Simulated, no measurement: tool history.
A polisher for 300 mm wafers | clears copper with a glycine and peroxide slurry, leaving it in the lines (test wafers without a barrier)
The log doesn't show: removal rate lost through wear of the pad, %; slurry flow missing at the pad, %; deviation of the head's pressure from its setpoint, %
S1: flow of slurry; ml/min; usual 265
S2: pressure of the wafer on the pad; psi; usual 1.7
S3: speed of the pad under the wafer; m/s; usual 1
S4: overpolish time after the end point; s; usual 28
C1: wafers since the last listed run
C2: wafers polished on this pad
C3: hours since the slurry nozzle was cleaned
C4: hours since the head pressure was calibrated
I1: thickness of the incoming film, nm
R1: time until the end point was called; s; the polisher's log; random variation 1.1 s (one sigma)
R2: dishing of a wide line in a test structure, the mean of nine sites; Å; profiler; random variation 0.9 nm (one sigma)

Run 1, hour 0: usual settings but S3 0.8 m/s; C1 0; C2 485; C3 325; C4 342.7; I1 494.9. Result: R1 155.9 s, R2 508 Å.
Run 2, hour 22.9: usual settings but S3 0.8 m/s; C1 128; C2 613; C3 347.9; C4 365.6; I1 488.8. Result: R1 152.9 s, R2 500 Å.
Run 3, hour 38: usual settings but S3 0.8 m/s; C1 84; C2 698; C3 363; C4 380.7; I1 505.4. Result: R1 158.6 s, R2 503 Å.
Run 4, hour 67.1: usual settings but S4 16 s; C1 163; C2 862; C3 392.1; C4 409.8; I1 498.3. Result: R1 138.2 s, R2 371 Å.
Run 5, hour 91: usual settings but S4 16 s; C1 134; C2 996; C3 416; C4 433.7; I1 505.6. Result: R1 140.4 s, R2 354 Å.
Run 6, hour 126.1: usual settings but S1 210 ml/min, S3 0.86 m/s; C1 197; C2 1193; C3 451.1; C4 468.8; I1 493. Result: R1 159.1 s, R2 487 Å.
Run 7, hour 150.1: usual settings but S1 210 ml/min, S3 0.86 m/s; C1 134; C2 1328; C3 475.1; C4 492.8; I1 488.3. Result: R1 161 s, R2 497 Å.
Run 8, hour 172.5: usual settings but S1 210 ml/min, S3 0.86 m/s; C1 125; C2 1454; C3 497.5; C4 515.2; I1 497.3. Result: R1 166.8 s, R2 486 Å.
At hour 193.2: worn pad replaced by a new one.
Run 9, hour 201.1: usual settings; C1 138; C2 44; C3 526.1; C4 543.8; I1 491.5. Result: R1 133.2 s, R2 542 Å.
Run 10, hour 218.2: usual settings; C1 96; C2 140; C3 543.2; C4 560.9; I1 489.2. Result: R1 134 s, R2 560 Å.
Run 11, hour 249.2: usual settings; C1 174; C2 314; C3 574.2; C4 591.9; I1 493.5. Result: R1 134.5 s, R2 549 Å.
Run 12, hour 304.5: usual settings; C1 310; C2 625; C3 629.5; C4 647.2; I1 498.8. Result: R1 137.9 s, R2 544 Å.
At hour 308.2: head pressure recalibrated.
Run 13, hour 321.3: usual settings; C1 83; C2 708; C3 646.3; C4 13.1; I1 493.5. Result: R1 136.4 s, R2 542 Å.
Run 14, hour 340.1: usual settings; C1 105; C2 814; C3 665.1; C4 31.9; I1 491.9. Result: R1 137.1 s, R2 524 Å.
Run 15, hour 374.8: usual settings but S1 305 ml/min, S2 2 psi, S3 1.26 m/s, S4 16 s; C1 195; C2 1009; C3 699.8; C4 66.6; I1 495.3. Result: R1 105.3 s, R2 445 Å.
Run 16, hour 395.4: usual settings; C1 115; C2 1125; C3 720.4; C4 87.2; I1 493.6. Result: R1 142 s, R2 528 Å.
Run 17, hour 417.3: usual settings; C1 123; C2 1248; C3 742.3; C4 109.1; I1 495.2. Result: R1 145 s, R2 535 Å.
At hour 425.1: slurry nozzle cleaned.
At hour 433.1: worn pad replaced by a new one.
Run 18, hour 434.7: usual settings but S4 21 s; C1 69; C2 9; C3 9.6; C4 126.5; I1 495.6. Result: R1 136.7 s, R2 447 Å.
Run 19, hour 488.2: usual settings; C1 300; C2 309; C3 63.1; C4 180; I1 493.1. Result: R1 133.4 s, R2 528 Å.
Run 20, hour 504.1: usual settings but S1 205 ml/min, S3 0.78 m/s; C1 89; C2 399; C3 79; C4 195.9; I1 489.7. Result: R1 159.3 s, R2 479 Å.
Run 21, hour 536.4: usual settings but S1 180 ml/min, S2 1.9 psi, S3 0.78 m/s, S4 14 s; C1 181; C2 580; C3 111.3; C4 228.2; I1 491.1. Result: R1 152.1 s, R2 313 Å.
Run 22, hour 565: usual settings but S1 210 ml/min, S2 2.1 psi, S3 1.18 m/s, S4 17 s; C1 160; C2 741; C3 139.9; C4 256.8; I1 502.3. Result: R1 107 s, R2 477 Å.
Run 23, hour 598.2: usual settings but S1 315 ml/min, S2 1.4 psi, S3 0.84 m/s, S4 17 s; C1 186; C2 928; C3 173.1; C4 290; I1 498. Result: R1 177.8 s, R2 304 Å.
Run 24, hour 627.8: usual settings but S3 1.28 m/s, S4 40 s; C1 166; C2 1094; C3 202.7; C4 319.6; I1 490.7. Result: R1 119.5 s, R2 698 Å.
At hour 648.1: worn pad replaced by a new one.
Run 25, hour 659.9: usual settings but S1 230 ml/min, S2 1.5 psi, S3 0.64 m/s; C1 157; C2 66; C3 234.8; C4 351.7; I1 495.2. Result: R1 192.7 s, R2 434 Å.

Forecast each of these 3 alternatives for the next run:
Run A, hour 660.4: usual settings but S3 1.18 m/s; C1 2; C2 69; C3 235.3; C4 352.2; I1 493.8. Result: R1 ?, R2 ?.
Run B, hour 660.4: usual settings but S1 300 ml/min, S2 2 psi, S3 1.2 m/s, S4 42 s; C1 2; C2 69; C3 235.3; C4 352.2; I1 493.8. Result: R1 ?, R2 ?.
Run C, hour 660.4: usual settings but S3 1.3 m/s, S4 18 s; C1 2; C2 69; C3 235.3; C4 352.2; I1 493.8. Result: R1 ?, R2 ?.

run     R1   R2
  A  119.5  586
  B    103  792
  C  111.6  458
Without the tool's hidden state the same runs would have given:
run     R1   R2
  A  119.4  586
  B  102.9  793
  C  111.5  459
